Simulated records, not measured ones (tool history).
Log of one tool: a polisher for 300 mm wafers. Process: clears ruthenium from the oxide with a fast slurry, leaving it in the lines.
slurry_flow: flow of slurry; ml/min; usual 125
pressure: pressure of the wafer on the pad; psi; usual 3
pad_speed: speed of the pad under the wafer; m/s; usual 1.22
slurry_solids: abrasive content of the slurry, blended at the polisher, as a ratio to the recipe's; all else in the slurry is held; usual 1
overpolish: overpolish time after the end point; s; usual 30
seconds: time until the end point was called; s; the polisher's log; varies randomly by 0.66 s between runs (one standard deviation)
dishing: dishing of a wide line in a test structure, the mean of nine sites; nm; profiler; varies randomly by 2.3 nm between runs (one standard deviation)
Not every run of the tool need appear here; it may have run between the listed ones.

| run | hour | slurry_flow | pressure | pad_speed | slurry_solids | overpolish | incoming thickness of the incoming film, nm | seconds | dishing |
|---|---|---|---|---|---|---|---|---|---|
| 1 | 0 | 125 | 3 | 1.22 | 1 | 30 | 260.8 | 44.3 | 109.9 |
|  | 16.1 | slurry blender recalibrated |
| 2 | 86.6 | 125 | 3 | 1.22 | 1 | 30 | 262.1 | 46 | 109.7 |
|  | 150.6 | worn pad replaced by a new one |
| 3 | 166.5 | 125 | 3 | 1.22 | 1 | 30 | 259.6 | 42.5 | 109.4 |
| 4 | 239.4 | 125 | 3 | 1.22 | 1 | 30 | 263.2 | 44.4 | 112.1 |
|  | 288.1 | slurry blender recalibrated |
| 5 | 291.3 | 125 | 3 | 1.22 | 1 | 30 | 261.3 | 43.4 | 111.3 |
| 6 | 392.3 | 125 | 3 | 1.22 | 1 | 30 | 259 | 47 | 101.4 |
|  | 400.1 | worn pad replaced by a new one |
|  | 471.8 | slurry nozzle cleaned |
| 7 | 498.8 | 125 | 3 | 1.22 | 1 | 30 | 260.9 | 43.9 | 115.2 |
|  | 533.6 | slurry blender recalibrated |
|  | 558.4 | head pressure recalibrated |
|  | 681.6 | worn pad replaced by a new one |
|  | 814.6 | slurry blender recalibrated |
| 8 | 816.8 | 125 | 2.7 | 1.22 | 1 | 30 | 265.1 | 48.3 | 104.3 |
| 9 | 906.3 | 90 | 3 | 1.22 | 1 | 35 | 263.6 | 53.2 | 111.5 |
|  | 953.3 | worn pad replaced by a new one |
| 10 | 969.7 | 125 | 3.4 | 1.22 | 1 | 48 | 258.3 | 37.6 | 148.9 |
| 11 | 1075.8 | 125 | 3 | 1.22 | 1 | 30 | 256.6 | 43.8 | 108.1 |
|  | 1110.1 | slurry nozzle cleaned |
|  | 1117.6 | slurry blender recalibrated |
| 12 | 1121.9 | 105 | 3.8 | 1.22 | 1 | 24 | 257.9 | 38.5 | 109.2 |
| 13 | 1184.2 | 125 | 3 | 1.22 | 1 | 30 | 257.3 | 47.2 | 102.1 |
|  | 1196.9 | worn pad replaced by a new one |
| 14 | 1236.6 | 135 | 3 | 1.22 | 1 | 19 | 262.5 | 43.4 | 86.9 |
| 15 | 1283.6 | 125 | 3.9 | 1.22 | 0.9 | 30 | 254.3 | 34.7 | 121.9 |
| 16 | 1354.2 | 125 | 3 | 1.22 | 1 | 30 | 263.8 | 46.3 | 108.4 |
| 17 | 1394.4 | 125 | 3 | 0.92 | 1 | 47 | 262.6 | 62.2 | 118.9 |

What the log doesn't show, run by run:
slurry flow missing at the pad, %: 0 across all the runs
deviation of the head's pressure from its setpoint, %: 0 across all the runs
abrasive missing from the slurry, %: 0 across all the runs
H1: removal rate lost through wear of the pad, %
| run | H1 |
|---|---|
| 1 | 2.55 |
| 2 | 6.71 |
| 3 | 0.356 |
| 4 | 1.53 |
| 5 | 3.37 |
| 6 | 9.33 |
| 7 | 2.13 |
| 8 | 3.86 |
| 9 | 8.83 |
| 10 | 1.22 |
| 11 | 3.49 |
| 12 | 5.56 |
| 13 | 9.4 |
| 14 | 1.61 |
| 15 | 2.52 |
| 16 | 5.18 |
| 17 | 7.38 |

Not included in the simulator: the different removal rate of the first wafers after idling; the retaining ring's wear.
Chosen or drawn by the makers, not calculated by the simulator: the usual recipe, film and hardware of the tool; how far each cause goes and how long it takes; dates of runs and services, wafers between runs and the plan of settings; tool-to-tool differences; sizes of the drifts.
